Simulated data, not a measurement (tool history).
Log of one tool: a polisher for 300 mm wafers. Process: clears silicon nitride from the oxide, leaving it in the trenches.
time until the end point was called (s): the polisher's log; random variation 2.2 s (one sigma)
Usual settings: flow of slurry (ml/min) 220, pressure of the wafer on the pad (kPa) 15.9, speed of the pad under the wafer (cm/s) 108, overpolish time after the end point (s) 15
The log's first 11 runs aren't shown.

| run | day | flow of slurry (ml/min) | pressure of the wafer on the pad (kPa) | speed of the pad under the wafer (cm/s) | overpolish time after the end point (s) | wafers since the last listed run | wafers polished on this pad | hours since the slurry nozzle was cleaned | hours since the head pressure was calibrated | incoming thickness of the incoming film, nm | time until the end point was called (s) |
|---|---|---|---|---|---|---|---|---|---|---|---|
| 12 | 40.742 | 220 | 15.9 | 108 | 10 | 297 | 1479 | 335.6 | 600.3 | 129.7 | 165.0 |
|  | 42.779 | head pressure recalibrated |
| 13 | 44.992 | 220 | 15.9 | 108 | 10 | 589 | 2068 | 437.6 | 53.1 | 127.3 | 164.9 |
| 14 | 48.425 | 220 | 15.9 | 108 | 10 | 485 | 2554 | 520.0 | 135.5 | 132.3 | 172.5 |
| 15 | 51.538 | 220 | 15.9 | 76 | 15 | 440 | 2995 | 594.7 | 210.2 | 129.5 | 238.7 |
| 16 | 54.762 | 160 | 17.2 | 108 | 15 | 456 | 3451 | 672.1 | 287.6 | 128.2 | 162.0 |
| 17 | 56.467 | 220 | 15.9 | 124 | 21 | 241 | 3692 | 713.0 | 328.5 | 131.7 | 148.9 |
|  | 59.071 | worn pad replaced by a new one |
|  | 59.667 | slurry nozzle cleaned |
| 18 | 59.892 | 270 | 15.9 | 84 | 15 | 455 | 110 | 5.4 | 410.7 | 129.0 | 196.8 |
|  | 70.233 | head pressure recalibrated |
| 19 | 72.575 | 250 | 15.9 | 142 | 8 | 1782 | 1893 | 309.8 | 56.2 | 131.4 | 124.9 |
| 20 | 75.333 | 170 | 15.9 | 108 | 9 | 390 | 2283 | 376.0 | 122.4 | 129.7 | 175.9 |
| 21 | 78.412 | 220 | 15.9 | 108 | 15 | 435 | 2719 | 449.9 | 196.3 | 127.2 | 165.4 |
| 22 | 81.408 | 220 | 15.9 | 108 | 15 | 423 | 3143 | 521.8 | 268.2 | 128.2 | 165.8 |
| 23 | 85.071 | 220 | 15.9 | 108 | 15 | 518 | 3661 | 609.7 | 356.1 | 131.9 | 176.6 |
|  | 86.050 | slurry nozzle cleaned |
|  | 88.529 | worn pad replaced by a new one |
| 24 | 89.429 | 220 | 15.9 | 108 | 15 | 587 | 127 | 81.1 | 460.7 | 128.9 | 151.6 |
| 25 | 93.071 | 220 | 17.2 | 84 | 20 | 515 | 642 | 168.5 | 548.1 | 130.7 | 194.4 |
| 26 | 102.558 | 175 | 20.7 | 96 | 19 | 1342 | 1985 | 396.2 | 775.8 | 129.5 | 149.9 |

Run 27 comes next. What will it give?
|  | 104.629 | head pressure recalibrated |
| 27 | 106.046 | 220 | 15.9 | 108 | 15 | 481 | 2466 | 479.9 | 34.0 | 132.2 | ? |

{"run 27": {"time until the end point was called (s)": 172.9}}
Without the tool's hidden state the same run would have given time until the end point was called (s) 161.2.

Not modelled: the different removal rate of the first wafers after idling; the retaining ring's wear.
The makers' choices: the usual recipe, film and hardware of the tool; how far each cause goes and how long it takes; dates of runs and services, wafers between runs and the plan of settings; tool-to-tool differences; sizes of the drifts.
